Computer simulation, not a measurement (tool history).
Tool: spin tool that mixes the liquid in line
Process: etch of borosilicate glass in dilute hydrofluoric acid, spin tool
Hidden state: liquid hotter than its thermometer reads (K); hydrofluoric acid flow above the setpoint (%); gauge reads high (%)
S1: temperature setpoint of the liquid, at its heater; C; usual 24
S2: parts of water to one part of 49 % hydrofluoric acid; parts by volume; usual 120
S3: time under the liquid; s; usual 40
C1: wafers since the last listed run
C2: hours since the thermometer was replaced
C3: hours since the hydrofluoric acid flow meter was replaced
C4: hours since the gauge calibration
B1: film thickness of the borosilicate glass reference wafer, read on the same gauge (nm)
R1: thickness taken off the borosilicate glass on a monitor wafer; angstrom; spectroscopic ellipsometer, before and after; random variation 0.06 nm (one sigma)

run,hour,S1,S2,S3,C1,C2,C3,C4,B1,R1
1,0,24,120,50,0,1848.7,1101.9,590.8,99.97,108.1
2,61.7,27.5,120,40,519,1910.4,1163.6,652.5,100,98.5
3,118,27.5,120,40,473,1966.7,1219.9,708.8,99.95,99.6
4,192.4,24,120,40,626,2041.1,1294.3,783.2,100,87.7
5,275.2,24,120,40,697,2123.9,1377.1,866,100.07,89.1
6,337.6,21,120,40,525,2186.3,1439.5,928.4,100.02,77.4
7,386.6,20.5,120,40,412,2235.3,1488.5,977.4,100.04,76.4
8,456.3,20.5,120,40,586,2305,1558.2,1047.1,99.99,76.8
9,560.1,20.5,120,40,873,2408.8,1662,1150.9,99.99,78.4
10,658.1,24,120,20,825,2506.8,1760,1248.9,100.01,45
11,721.5,24,75,40,533,2570.2,1823.4,1312.3,100,152.9
12,808.2,24,60,55,729,2656.9,1910.1,1399,100.02,267.4
# hour 899: thermometer replaced
# hour 1006.1: hydrofluoric acid flow meter replaced
13,1078.6,21,155,30,2259,179.6,72.5,1669.4,100,40.8
14,1147,24,65,60,575,248,140.9,1737.8,100,245.6

Forecast run 15:
# hour 1149.8: gauge calibrated
15,1224.9,19,120,30,655,325.9,218.8,75.1,?,?

{"run 15": {"B1": 100.04, "R1": 50.9}}
Without the tool's hidden state the same run would have given R1 49.7 angstrom.
